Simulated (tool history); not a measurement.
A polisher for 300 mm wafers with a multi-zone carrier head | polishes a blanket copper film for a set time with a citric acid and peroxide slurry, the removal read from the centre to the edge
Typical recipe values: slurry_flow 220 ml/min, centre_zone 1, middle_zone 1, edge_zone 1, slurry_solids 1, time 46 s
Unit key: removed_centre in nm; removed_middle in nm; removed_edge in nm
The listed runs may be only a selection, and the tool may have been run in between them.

| run | hour | slurry_flow | centre_zone | middle_zone | edge_zone | slurry_solids | time | incoming thickness of the incoming film, nm | removed_centre | removed_middle | removed_edge |
|---|---|---|---|---|---|---|---|---|---|---|---|
| 1 | 0 | 220 | 1 | 1.09 | 1 | 1 | 46 | 592.3 | 91.8 | 101.1 | 95.4 |
| 2 | 35.2 | 220 | 1 | 1.09 | 1 | 1 | 46 | 596 | 93.3 | 100 | 95.3 |
| 3 | 107.2 | 220 | 1 | 1 | 1 | 1 | 46 | 601.9 | 88.9 | 91.6 | 96.5 |
|  | 121.1 | slurry nozzle cleaned |
|  | 147.2 | carrier head's membrane replaced by a new one |
| 4 | 168.1 | 220 | 1 | 1 | 1 | 1 | 46 | 591.7 | 93.4 | 94.9 | 99.1 |
|  | 193.7 | edge zone pressure recalibrated |
|  | 213.3 | worn pad replaced by a new one |
| 5 | 235.2 | 220 | 1 | 1 | 1 | 1 | 46 | 596.9 | 94.8 | 94.5 | 96.9 |
| 6 | 268.3 | 220 | 1 | 1 | 1 | 1 | 46 | 613.8 | 92.1 | 94.3 | 93.6 |
| 7 | 326.1 | 220 | 1 | 1 | 1 | 1 | 46 | 599.4 | 92.5 | 95.3 | 98 |
| 8 | 376 | 220 | 1 | 1 | 1 | 1 | 46 | 606.9 | 90.6 | 93.3 | 96.7 |
|  | 422.6 | centre zone pressure recalibrated |
| 9 | 440.8 | 220 | 1 | 1 | 1 | 1 | 46 | 594.4 | 92.9 | 94.6 | 95.5 |
|  | 482.9 | worn pad replaced by a new one |
| 10 | 484.6 | 220 | 1 | 0.89 | 1 | 0.8 | 46 | 601.2 | 85.9 | 78 | 87.9 |
| 11 | 523.4 | 250 | 1 | 1 | 1 | 1 | 50 | 600.7 | 101.9 | 101.3 | 105.1 |
| 12 | 713.8 | 175 | 0.89 | 1.11 | 1 | 1.1 | 46 | 599.3 | 80.4 | 99.8 | 94.3 |
|  | 746.3 | worn pad replaced by a new one |
| 13 | 774.3 | 220 | 1 | 1 | 1.09 | 1 | 46 | 592.1 | 91.3 | 91.4 | 98 |
|  | 806.5 | slurry nozzle cleaned |
| 14 | 828.9 | 220 | 1 | 1 | 1 | 1 | 37 | 608.1 | 75.2 | 76 | 76.9 |
| 15 | 862.9 | 220 | 1 | 0.9 | 1.05 | 1.1 | 46 | 603.2 | 96.6 | 89.8 | 102.5 |
| 16 | 918.6 | 220 | 1 | 0.95 | 1 | 1 | 53 | 607.6 | 107.2 | 104.8 | 110 |
| 17 | 961.3 | 155 | 1 | 1 | 1.08 | 1 | 46 | 597.7 | 89 | 90.9 | 96.9 |
| 18 | 997.7 | 220 | 0.89 | 1.05 | 1 | 1 | 46 | 594.1 | 84.1 | 99.1 | 96.1 |
|  | 1049.8 | worn pad replaced by a new one |
| 19 | 1056.9 | 220 | 1 | 1 | 1 | 1 | 46 | 604.8 | 93.2 | 94.7 | 94.9 |
| 20 | 1104.8 | 220 | 1.08 | 1 | 1 | 1.2 | 46 | 606.2 | 105.6 | 101.1 | 98.6 |

Predict the results of run 21:
|  | 1106.9 | centre zone pressure recalibrated |
| 21 | 1133.6 | 220 | 1 | 1 | 1 | 1 | 46 | 611.4 | ? | ? | ? |

{"run 21": {"removed_centre": 93.1, "removed_middle": 95.1, "removed_edge": 97.6}}
Were there no unlogged condition in the tool, this run, its random variation unchanged, would have produced removed_centre 93.8 nm, removed_middle 95.8 nm, removed_edge 98.1 nm.

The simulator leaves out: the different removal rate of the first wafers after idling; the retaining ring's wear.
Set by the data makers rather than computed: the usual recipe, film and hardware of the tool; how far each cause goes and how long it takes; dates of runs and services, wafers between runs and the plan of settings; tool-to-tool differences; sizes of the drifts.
